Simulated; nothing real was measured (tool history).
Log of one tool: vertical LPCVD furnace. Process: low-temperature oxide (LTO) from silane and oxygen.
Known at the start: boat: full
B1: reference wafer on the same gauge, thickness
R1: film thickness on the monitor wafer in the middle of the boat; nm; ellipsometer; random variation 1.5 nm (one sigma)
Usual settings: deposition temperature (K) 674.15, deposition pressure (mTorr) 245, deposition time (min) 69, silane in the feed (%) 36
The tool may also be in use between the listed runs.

{"run": 1, "hour": 0.0, "deposition temperature (K)": 674.15, "deposition pressure (mTorr)": 245, "deposition time (min)": 69, "silane in the feed (%)": 36, "B1": 726.17, "R1": 646.39}
{"run": 2, "hour": 38.4, "deposition temperature (K)": 674.15, "deposition pressure (mTorr)": 245, "deposition time (min)": 69, "silane in the feed (%)": 36, "B1": 725.89, "R1": 643.99}
{"run": 3, "hour": 143.6, "deposition temperature (K)": 674.15, "deposition pressure (mTorr)": 245, "deposition time (min)": 69, "silane in the feed (%)": 39, "B1": 726.91, "R1": 714.77}
{"run": 4, "hour": 180.8, "deposition temperature (K)": 674.15, "deposition pressure (mTorr)": 245, "deposition time (min)": 69, "silane in the feed (%)": 39, "B1": 725.69, "R1": 713.92}
{"run": 5, "hour": 248.6, "deposition temperature (K)": 674.15, "deposition pressure (mTorr)": 245, "deposition time (min)": 48.5, "silane in the feed (%)": 39, "B1": 726.04, "R1": 503.86}
{"run": 6, "hour": 286.4, "deposition temperature (K)": 674.15, "deposition pressure (mTorr)": 295, "deposition time (min)": 95, "silane in the feed (%)": 36, "B1": 726.38, "R1": 1077.47}
{"run": 7, "hour": 325.9, "deposition temperature (K)": 674.15, "deposition pressure (mTorr)": 210, "deposition time (min)": 69, "silane in the feed (%)": 36, "B1": 725.41, "R1": 552.65}
{"run": 8, "hour": 390.4, "deposition temperature (K)": 663.15, "deposition pressure (mTorr)": 245, "deposition time (min)": 95.5, "silane in the feed (%)": 36, "B1": 726.01, "R1": 788.32}
{"run": 9, "hour": 474.1, "deposition temperature (K)": 686.15, "deposition pressure (mTorr)": 285, "deposition time (min)": 51.5, "silane in the feed (%)": 38, "B1": 725.58, "R1": 686.99}
{"run": 10, "hour": 572.1, "deposition temperature (K)": 674.15, "deposition pressure (mTorr)": 245, "deposition time (min)": 76.5, "silane in the feed (%)": 33, "B1": 725.67, "R1": 634.87}
{"run": 11, "hour": 627.9, "deposition temperature (K)": 674.15, "deposition pressure (mTorr)": 245, "deposition time (min)": 69, "silane in the feed (%)": 36, "B1": 726.44, "R1": 644.17}
{"run": 12, "hour": 677.3, "deposition temperature (K)": 674.15, "deposition pressure (mTorr)": 295, "deposition time (min)": 69, "silane in the feed (%)": 36, "B1": 726.41, "R1": 781.57}
{"run": 13, "hour": 726.3, "deposition temperature (K)": 674.15, "deposition pressure (mTorr)": 245, "deposition time (min)": 69, "silane in the feed (%)": 36, "B1": 725.76, "R1": 644.67}
{"run": 14, "hour": 786.3, "deposition temperature (K)": 667.15, "deposition pressure (mTorr)": 215, "deposition time (min)": 54, "silane in the feed (%)": 36, "B1": 725.87, "R1": 407.18}
{"hour": 834.4, "done": "thermocouples replaced and temperature profile calibrated"}
{"run": 15, "hour": 861.8, "deposition temperature (K)": 668.15, "deposition pressure (mTorr)": 245, "deposition time (min)": 69, "silane in the feed (%)": 36, "B1": 725.41, "R1": 602.32}
{"run": 16, "hour": 945.4, "deposition temperature (K)": 664.15, "deposition pressure (mTorr)": 245, "deposition time (min)": 93.5, "silane in the feed (%)": 36, "B1": 725.51, "R1": 777.95}
{"run": 17, "hour": 1044.8, "deposition temperature (K)": 668.15, "deposition pressure (mTorr)": 245, "deposition time (min)": 87, "silane in the feed (%)": 36, "B1": 725.38, "R1": 759.49}
{"hour": 1083.1, "done": "pressure gauge zeroed"}
{"run": 18, "hour": 1087.0, "deposition temperature (K)": 674.15, "deposition pressure (mTorr)": 245, "deposition time (min)": 69, "silane in the feed (%)": 36, "B1": 725.84, "R1": 658.25}
{"run": 19, "hour": 1130.8, "deposition temperature (K)": 678.15, "deposition pressure (mTorr)": 245, "deposition time (min)": 69, "silane in the feed (%)": 36, "B1": 725.19, "R1": 687.57}
{"run": 20, "hour": 1204.9, "deposition temperature (K)": 674.15, "deposition pressure (mTorr)": 245, "deposition time (min)": 69, "silane in the feed (%)": 36, "B1": 725.75, "R1": 655.38}
{"hour": 1269.8, "done": "silane flow controller replaced"}
{"run": 21, "hour": 1294.2, "deposition temperature (K)": 674.15, "deposition pressure (mTorr)": 245, "deposition time (min)": 69, "silane in the feed (%)": 36, "B1": 725.04, "R1": 655.03}
{"run": 22, "hour": 1365.9, "deposition temperature (K)": 681.15, "deposition pressure (mTorr)": 265, "deposition time (min)": 83, "silane in the feed (%)": 33, "B1": 726.43, "R1": 820.65}
{"run": 23, "hour": 1455.9, "deposition temperature (K)": 674.15, "deposition pressure (mTorr)": 245, "deposition time (min)": 69, "silane in the feed (%)": 36, "B1": 725.74, "R1": 656.87}
{"run": 24, "hour": 1537.4, "deposition temperature (K)": 674.15, "deposition pressure (mTorr)": 280, "deposition time (min)": 95, "silane in the feed (%)": 36, "B1": 726.81, "R1": 1036.57}
{"run": 25, "hour": 1644.5, "deposition temperature (K)": 669.15, "deposition pressure (mTorr)": 265, "deposition time (min)": 49, "silane in the feed (%)": 41, "B1": 725.12, "R1": 557.73}
{"run": 26, "hour": 1723.6, "deposition temperature (K)": 674.15, "deposition pressure (mTorr)": 300, "deposition time (min)": 95.5, "silane in the feed (%)": 36, "B1": 726.25, "R1": 1110.34}
{"run": 27, "hour": 1808.8, "deposition temperature (K)": 665.15, "deposition pressure (mTorr)": 245, "deposition time (min)": 45.5, "silane in the feed (%)": 36, "B1": 725.63, "R1": 390.1}
{"hour": 1830.7, "done": "gauge calibrated"}
{"run": 28, "hour": 1855.2, "deposition temperature (K)": 662.15, "deposition pressure (mTorr)": 245, "deposition time (min)": 69, "silane in the feed (%)": 30, "B1": 725.85, "R1": 440.19}
{"run": 29, "hour": 1939.8, "deposition temperature (K)": 669.15, "deposition pressure (mTorr)": 190, "deposition time (min)": 45.5, "silane in the feed (%)": 33, "B1": 724.98, "R1": 280.81}
{"run": 30, "hour": 1990.0, "deposition temperature (K)": 674.15, "deposition pressure (mTorr)": 205, "deposition time (min)": 69, "silane in the feed (%)": 29, "B1": 725.58, "R1": 404.72}

5 ways to go on from here, each from the tool as it stands after run 30. What would each give?
{"run": "A", "hour": 1994.2, "deposition temperature (K)": 674.15, "deposition pressure (mTorr)": 245, "deposition time (min)": 69, "silane in the feed (%)": 36, "B1": "?", "R1": "?"}
{"run": "B", "hour": 1994.2, "deposition temperature (K)": 674.15, "deposition pressure (mTorr)": 270, "deposition time (min)": 69, "silane in the feed (%)": 43, "B1": "?", "R1": "?"}
{"run": "C", "hour": 1994.2, "deposition temperature (K)": 674.15, "deposition pressure (mTorr)": 245, "deposition time (min)": 76.5, "silane in the feed (%)": 31, "B1": "?", "R1": "?"}
{"run": "D", "hour": 1994.2, "deposition temperature (K)": 674.15, "deposition pressure (mTorr)": 210, "deposition time (min)": 69, "silane in the feed (%)": 38, "B1": "?", "R1": "?"}
{"run": "E", "hour": 1994.2, "deposition temperature (K)": 674.15, "deposition pressure (mTorr)": 195, "deposition time (min)": 69, "silane in the feed (%)": 34, "B1": "?", "R1": "?"}

run=A B1=725.47 R1=651.5
run=B B1=725.47 R1=889.51
run=C B1=725.47 R1=588.23
run=D B1=725.47 R1=598.01
run=E B1=725.47 R1=480.1
Without the tool's hidden state the same runs would have given:
run=A R1=653.71
run=B R1=892.25
run=C R1=590.22
run=D R1=600.37
run=E R1=482.14

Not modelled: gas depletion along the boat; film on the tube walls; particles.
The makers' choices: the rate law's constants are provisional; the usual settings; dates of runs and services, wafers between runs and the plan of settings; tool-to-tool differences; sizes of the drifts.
